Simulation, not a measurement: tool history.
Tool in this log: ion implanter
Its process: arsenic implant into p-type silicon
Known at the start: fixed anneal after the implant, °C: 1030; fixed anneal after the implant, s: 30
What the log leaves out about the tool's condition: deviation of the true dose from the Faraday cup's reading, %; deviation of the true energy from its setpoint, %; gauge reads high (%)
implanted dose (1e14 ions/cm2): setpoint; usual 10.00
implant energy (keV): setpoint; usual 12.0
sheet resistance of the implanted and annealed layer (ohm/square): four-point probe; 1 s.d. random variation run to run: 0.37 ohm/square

| run | day | implanted dose (1e14 ions/cm2) | implant energy (keV) | wafers since the last listed run | hours since the last dose calibration | hours since the extraction supply was calibrated | hours since the gauge calibration | read-back reference wafer on the same gauge, sheet resistance | sheet resistance of the implanted and annealed layer (ohm/square) |
|---|---|---|---|---|---|---|---|---|---|
| 1 | 0.000 | 10.00 | 12.0 | 0 | 1260.0 | 5047.8 | 112.4 | 130.87 | 122.03 |
| 2 | 2.571 | 10.00 | 12.0 | 1215 | 1321.7 | 5109.5 | 174.1 | 130.81 | 122.00 |
| 3 | 4.021 | 10.00 | 12.0 | 685 | 1356.5 | 5144.3 | 208.9 | 130.93 | 122.37 |
| 4 | 6.738 | 10.00 | 14.0 | 1284 | 1421.7 | 5209.5 | 274.1 | 130.93 | 120.59 |
| 5 | 8.204 | 10.00 | 14.0 | 693 | 1456.9 | 5244.7 | 309.3 | 130.92 | 121.24 |
| 6 | 9.292 | 10.00 | 12.0 | 514 | 1483.0 | 5270.8 | 335.4 | 130.86 | 121.91 |
| 7 | 10.988 | 12.17 | 12.0 | 801 | 1523.7 | 5311.5 | 376.1 | 131.02 | 109.07 |
| 8 | 13.862 | 10.00 | 10.0 | 1359 | 1592.7 | 5380.5 | 445.1 | 131.24 | 123.39 |
| 9 | 15.446 | 10.00 | 12.0 | 748 | 1630.7 | 5418.5 | 483.1 | 130.89 | 121.96 |
|  | 17.788 | gauge calibrated |
| 10 | 18.062 | 10.00 | 12.0 | 1237 | 1693.5 | 5481.3 | 6.6 | 130.98 | 122.30 |
| 11 | 19.288 | 10.00 | 12.0 | 579 | 1722.9 | 5510.7 | 36.0 | 130.96 | 122.43 |
|  | 19.738 | Faraday cup replaced and dose calibrated |
|  | 20.721 | extraction supply calibrated |
| 12 | 20.925 | 8.29 | 16.0 | 459 | 28.5 | 4.9 | 75.3 | 130.88 | 135.97 |
| 13 | 23.079 | 10.00 | 12.0 | 1018 | 80.2 | 56.6 | 127.0 | 131.09 | 122.83 |
| 14 | 24.512 | 12.09 | 12.0 | 677 | 114.6 | 91.0 | 161.4 | 130.95 | 109.04 |
| 15 | 25.879 | 10.00 | 13.5 | 646 | 147.4 | 123.8 | 194.2 | 131.05 | 121.47 |

What will run 16 give?
| 16 | 28.708 | 10.00 | 12.0 | 1337 | 215.3 | 191.7 | 262.1 | ? | ? |

read-back reference wafer on the same gauge, sheet resistance: 130.96
sheet resistance of the implanted and annealed layer (ohm/square): 122.49
Minus the tool's unlogged condition, the same run would have read sheet resistance of the implanted and annealed layer (ohm/square) 122.49.
